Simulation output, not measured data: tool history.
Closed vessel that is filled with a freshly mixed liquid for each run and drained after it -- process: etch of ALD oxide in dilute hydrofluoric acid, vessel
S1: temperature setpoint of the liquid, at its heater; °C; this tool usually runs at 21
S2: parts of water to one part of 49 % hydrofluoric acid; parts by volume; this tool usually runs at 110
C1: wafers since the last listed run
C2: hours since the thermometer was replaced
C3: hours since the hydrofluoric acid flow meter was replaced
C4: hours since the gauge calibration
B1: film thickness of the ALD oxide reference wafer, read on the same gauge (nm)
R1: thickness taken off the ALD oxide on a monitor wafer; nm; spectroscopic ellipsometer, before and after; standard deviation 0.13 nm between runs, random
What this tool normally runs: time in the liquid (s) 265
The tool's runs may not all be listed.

{"run": 1, "hour": 0.0, "S1": 21, "S2": 110, "time in the liquid (s)": 265, "C1": 0, "C2": 2082.1, "C3": 1956, "C4": 239.3, "B1": 99.99, "R1": 32.21}
{"run": 2, "hour": 10.8, "S1": 21, "S2": 110, "time in the liquid (s)": 265, "C1": 627, "C2": 2092.9, "C3": 1966.8, "C4": 250.1, "B1": 99.99, "R1": 31.91}
{"run": 3, "hour": 23.0, "S1": 21, "S2": 110, "time in the liquid (s)": 300, "C1": 709, "C2": 2105.1, "C3": 1979, "C4": 262.3, "B1": 99.98, "R1": 36.32}
{"run": 4, "hour": 37.4, "S1": 21, "S2": 110, "time in the liquid (s)": 300, "C1": 837, "C2": 2119.5, "C3": 1993.4, "C4": 276.7, "B1": 100.02, "R1": 36.25}
{"run": 5, "hour": 46.0, "S1": 21, "S2": 110, "time in the liquid (s)": 300, "C1": 500, "C2": 2128.1, "C3": 2002, "C4": 285.3, "B1": 99.97, "R1": 36.22}
{"run": 6, "hour": 54.9, "S1": 21, "S2": 140, "time in the liquid (s)": 265, "C1": 517, "C2": 2137, "C3": 2010.9, "C4": 294.2, "B1": 100, "R1": 24.24}
{"run": 7, "hour": 70.7, "S1": 21, "S2": 110, "time in the liquid (s)": 265, "C1": 918, "C2": 2152.8, "C3": 2026.7, "C4": 310, "B1": 100, "R1": 32}
{"run": 8, "hour": 79.0, "S1": 21, "S2": 90, "time in the liquid (s)": 225, "C1": 482, "C2": 2161.1, "C3": 2035, "C4": 318.3, "B1": 99.96, "R1": 33.77}
{"run": 9, "hour": 90.8, "S1": 21, "S2": 110, "time in the liquid (s)": 265, "C1": 686, "C2": 2172.9, "C3": 2046.8, "C4": 330.1, "B1": 100.03, "R1": 32.05}
{"hour": 99.3, "done": "gauge calibrated"}
{"run": 10, "hour": 101.4, "S1": 21, "S2": 110, "time in the liquid (s)": 265, "C1": 616, "C2": 2183.5, "C3": 2057.4, "C4": 2.1, "B1": 100, "R1": 31.71}
{"run": 11, "hour": 111.4, "S1": 21, "S2": 110, "time in the liquid (s)": 265, "C1": 581, "C2": 2193.5, "C3": 2067.4, "C4": 12.1, "B1": 99.98, "R1": 31.87}
{"run": 12, "hour": 124.5, "S1": 21, "S2": 110, "time in the liquid (s)": 265, "C1": 761, "C2": 2206.6, "C3": 2080.5, "C4": 25.2, "B1": 100.03, "R1": 31.6}
{"run": 13, "hour": 130.6, "S1": 21, "S2": 110, "time in the liquid (s)": 265, "C1": 354, "C2": 2212.7, "C3": 2086.6, "C4": 31.3, "B1": 100, "R1": 31.89}
{"run": 14, "hour": 140.9, "S1": 21, "S2": 110, "time in the liquid (s)": 265, "C1": 598, "C2": 2223, "C3": 2096.9, "C4": 41.6, "B1": 100.02, "R1": 31.63}
{"run": 15, "hour": 153.7, "S1": 21, "S2": 110, "time in the liquid (s)": 265, "C1": 744, "C2": 2235.8, "C3": 2109.7, "C4": 54.4, "B1": 99.98, "R1": 31.79}
{"run": 16, "hour": 169.7, "S1": 21, "S2": 110, "time in the liquid (s)": 265, "C1": 930, "C2": 2251.8, "C3": 2125.7, "C4": 70.4, "B1": 100.02, "R1": 31.65}
{"run": 17, "hour": 179.2, "S1": 21, "S2": 130, "time in the liquid (s)": 265, "C1": 552, "C2": 2261.3, "C3": 2135.2, "C4": 79.9, "B1": 99.97, "R1": 26.22}
{"run": 18, "hour": 204.5, "S1": 17, "S2": 70, "time in the liquid (s)": 265, "C1": 1471, "C2": 2286.6, "C3": 2160.5, "C4": 105.2, "B1": 100, "R1": 44.28}
{"run": 19, "hour": 220.1, "S1": 21, "S2": 110, "time in the liquid (s)": 265, "C1": 907, "C2": 2302.2, "C3": 2176.1, "C4": 120.8, "B1": 100.01, "R1": 31.6}
{"run": 20, "hour": 228.8, "S1": 18, "S2": 110, "time in the liquid (s)": 265, "C1": 505, "C2": 2310.9, "C3": 2184.8, "C4": 129.5, "B1": 99.98, "R1": 28}
{"run": 21, "hour": 246.4, "S1": 21, "S2": 110, "time in the liquid (s)": 265, "C1": 1023, "C2": 2328.5, "C3": 2202.4, "C4": 147.1, "B1": 100.01, "R1": 31.55}
{"run": 22, "hour": 259.7, "S1": 17.5, "S2": 95, "time in the liquid (s)": 125, "C1": 773, "C2": 2341.8, "C3": 2215.7, "C4": 160.4, "B1": 100.03, "R1": 15.11}
{"hour": 265.6, "done": "thermometer replaced"}
{"run": 23, "hour": 269.8, "S1": 23.5, "S2": 75, "time in the liquid (s)": 170, "C1": 529, "C2": 4.2, "C3": 2225.8, "C4": 170.5, "B1": 99.98, "R1": 34.43}
{"run": 24, "hour": 279.9, "S1": 21, "S2": 155, "time in the liquid (s)": 265, "C1": 587, "C2": 14.3, "C3": 2235.9, "C4": 180.6, "B1": 99.99, "R1": 21.19}
{"run": 25, "hour": 287.4, "S1": 21, "S2": 110, "time in the liquid (s)": 140, "C1": 436, "C2": 21.8, "C3": 2243.4, "C4": 188.1, "B1": 100, "R1": 16.72}
{"run": 26, "hour": 301.6, "S1": 21, "S2": 110, "time in the liquid (s)": 420, "C1": 825, "C2": 36, "C3": 2257.6, "C4": 202.3, "B1": 100.01, "R1": 50.18}
{"hour": 306.9, "done": "hydrofluoric acid flow meter replaced"}
{"run": 27, "hour": 318.0, "S1": 19.5, "S2": 85, "time in the liquid (s)": 380, "C1": 895, "C2": 52.4, "C3": 11.1, "C4": 218.7, "B1": 100, "R1": 63.74}
{"run": 28, "hour": 327.7, "S1": 21, "S2": 90, "time in the liquid (s)": 265, "C1": 563, "C2": 62.1, "C3": 20.8, "C4": 228.4, "B1": 100, "R1": 44.43}
{"run": 29, "hour": 342.9, "S1": 21, "S2": 110, "time in the liquid (s)": 265, "C1": 883, "C2": 77.3, "C3": 36, "C4": 243.6, "B1": 99.97, "R1": 35.47}
{"run": 30, "hour": 355.1, "S1": 23, "S2": 90, "time in the liquid (s)": 190, "C1": 709, "C2": 89.5, "C3": 48.2, "C4": 255.8, "B1": 100, "R1": 34.2}
{"run": 31, "hour": 363.5, "S1": 21, "S2": 110, "time in the liquid (s)": 265, "C1": 488, "C2": 97.9, "C3": 56.6, "C4": 264.2, "B1": 99.98, "R1": 35.18}
{"hour": 367.8, "done": "gauge calibrated"}
{"run": 32, "hour": 371.2, "S1": 21, "S2": 110, "time in the liquid (s)": 265, "C1": 447, "C2": 105.6, "C3": 64.3, "C4": 3.4, "B1": 99.99, "R1": 35.26}
{"run": 33, "hour": 422.5, "S1": 22.5, "S2": 90, "time in the liquid (s)": 265, "C1": 2982, "C2": 156.9, "C3": 115.6, "C4": 54.7, "B1": 100, "R1": 46.88}

Below are 5 alternative next runs, each starting from the tool's condition after run 33. Predict each:
{"run": "A", "hour": 423.2, "S1": 21, "S2": 110, "time in the liquid (s)": 265, "C1": 40, "C2": 157.6, "C3": 116.3, "C4": 55.4, "B1": "?", "R1": "?"}
{"run": "B", "hour": 423.2, "S1": 21, "S2": 75, "time in the liquid (s)": 370, "C1": 40, "C2": 157.6, "C3": 116.3, "C4": 55.4, "B1": "?", "R1": "?"}
{"run": "C", "hour": 423.2, "S1": 21, "S2": 95, "time in the liquid (s)": 265, "C1": 40, "C2": 157.6, "C3": 116.3, "C4": 55.4, "B1": "?", "R1": "?"}
{"run": "D", "hour": 423.2, "S1": 22.5, "S2": 70, "time in the liquid (s)": 265, "C1": 40, "C2": 157.6, "C3": 116.3, "C4": 55.4, "B1": "?", "R1": "?"}
{"run": "E", "hour": 423.2, "S1": 17.5, "S2": 70, "time in the liquid (s)": 355, "C1": 40, "C2": 157.6, "C3": 116.3, "C4": 55.4, "B1": "?", "R1": "?"}

run=A B1=99.98 R1=34.94
run=B B1=99.98 R1=74.56
run=C B1=99.98 R1=41.17
run=D B1=99.98 R1=61.24
run=E B1=99.98 R1=66.55
The same runs, with their run-to-run variation unchanged, on a tool lacking any hidden condition would have given:
run=A R1=35.66
run=B R1=76.05
run=C R1=42.01
run=D R1=62.46
run=E R1=67.86
